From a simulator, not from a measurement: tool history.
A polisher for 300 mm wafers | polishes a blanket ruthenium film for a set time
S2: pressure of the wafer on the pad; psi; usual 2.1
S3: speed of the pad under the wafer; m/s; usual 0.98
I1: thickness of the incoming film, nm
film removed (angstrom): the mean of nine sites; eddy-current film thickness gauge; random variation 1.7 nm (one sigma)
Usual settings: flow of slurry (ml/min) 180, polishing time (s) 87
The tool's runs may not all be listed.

run 1 hour=0 | flow_of_slurry_(ml/min)=180 S2=1.8 S3=0.98 polishing_time_(s)=109 | I1=532.2 | film_removed_(angstrom)=1257
-- hour=107.2 worn pad replaced by a new one
run 2 hour=107.7 | flow_of_slurry_(ml/min)=180 S2=1.8 S3=0.98 polishing_time_(s)=109 | I1=532.8 | film_removed_(angstrom)=1293
run 3 hour=156.2 | flow_of_slurry_(ml/min)=180 S2=2.1 S3=0.98 polishing_time_(s)=87 | I1=530.8 | film_removed_(angstrom)=1205
run 4 hour=254.3 | flow_of_slurry_(ml/min)=155 S2=2.1 S3=0.98 polishing_time_(s)=87 | I1=522 | film_removed_(angstrom)=1141
run 5 hour=311.2 | flow_of_slurry_(ml/min)=155 S2=2.1 S3=0.98 polishing_time_(s)=87 | I1=532.4 | film_removed_(angstrom)=1078
-- hour=339.7 worn pad replaced by a new one
run 6 hour=353.3 | flow_of_slurry_(ml/min)=180 S2=2.1 S3=0.98 polishing_time_(s)=87 | I1=532.6 | film_removed_(angstrom)=1162
run 7 hour=416.6 | flow_of_slurry_(ml/min)=180 S2=2.1 S3=0.98 polishing_time_(s)=87 | I1=539.1 | film_removed_(angstrom)=1108
run 8 hour=460.3 | flow_of_slurry_(ml/min)=180 S2=2.1 S3=0.98 polishing_time_(s)=87 | I1=535.1 | film_removed_(angstrom)=1117
-- hour=526.1 slurry nozzle cleaned
-- hour=533.6 worn pad replaced by a new one
run 9 hour=564.9 | flow_of_slurry_(ml/min)=125 S2=2.1 S3=0.98 polishing_time_(s)=78 | I1=531.6 | film_removed_(angstrom)=993

Run 10 comes next. What will it give?
run 10 hour=625.7 | flow_of_slurry_(ml/min)=215 S2=2.6 S3=0.68 polishing_time_(s)=87 | I1=532.3 | film_removed_(angstrom)=?

{"run 10": {"film removed (angstrom)": 1015}}
Without the tool's hidden state the same run would have given film removed (angstrom) 1038.
